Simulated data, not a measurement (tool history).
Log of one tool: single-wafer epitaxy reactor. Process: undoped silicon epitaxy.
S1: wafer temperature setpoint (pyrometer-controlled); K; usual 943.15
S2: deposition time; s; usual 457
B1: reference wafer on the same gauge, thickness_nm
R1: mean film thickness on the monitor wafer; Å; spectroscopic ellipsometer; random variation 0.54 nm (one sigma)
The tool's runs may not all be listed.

run	hour	S1	S2	B1	R1
1	0.0	943.15	483	95.969	1065.02
2	24.6	943.15	483	95.989	1067.53
3	47.7	943.15	483	96.055	1055.42
4	155.3	943.15	457	95.983	997.00
5	170.7	943.15	457	95.943	993.43
6	194.9	943.15	457	95.944	992.22
7	207.5	946.15	457	96.013	1047.19
# hour 230.6: gauge calibrated
8	242.3	946.15	457	96.111	1048.02
9	270.5	943.15	457	95.916	992.11
10	342.7	943.15	457	95.969	983.78
11	360.0	937.15	483	95.973	922.79
# hour 393.1: pyrometer calibrated
12	405.3	932.15	414	96.029	757.46
13	425.9	943.15	457	96.113	1040.33
14	454.9	943.15	407	96.016	921.48
15	476.8	956.15	380	95.975	1089.20
16	501.3	933.15	497	95.987	928.06
17	524.0	943.15	390	96.031	884.26
18	541.8	943.15	457	96.000	1035.07
19	576.4	947.15	457	95.907	1114.96

Forecast run 20:
20	589.1	932.15	527	?	?

B1: 96.021
R1: 985.31 Å
Without the tool's hidden state the same run would have given R1 993.38 Å.
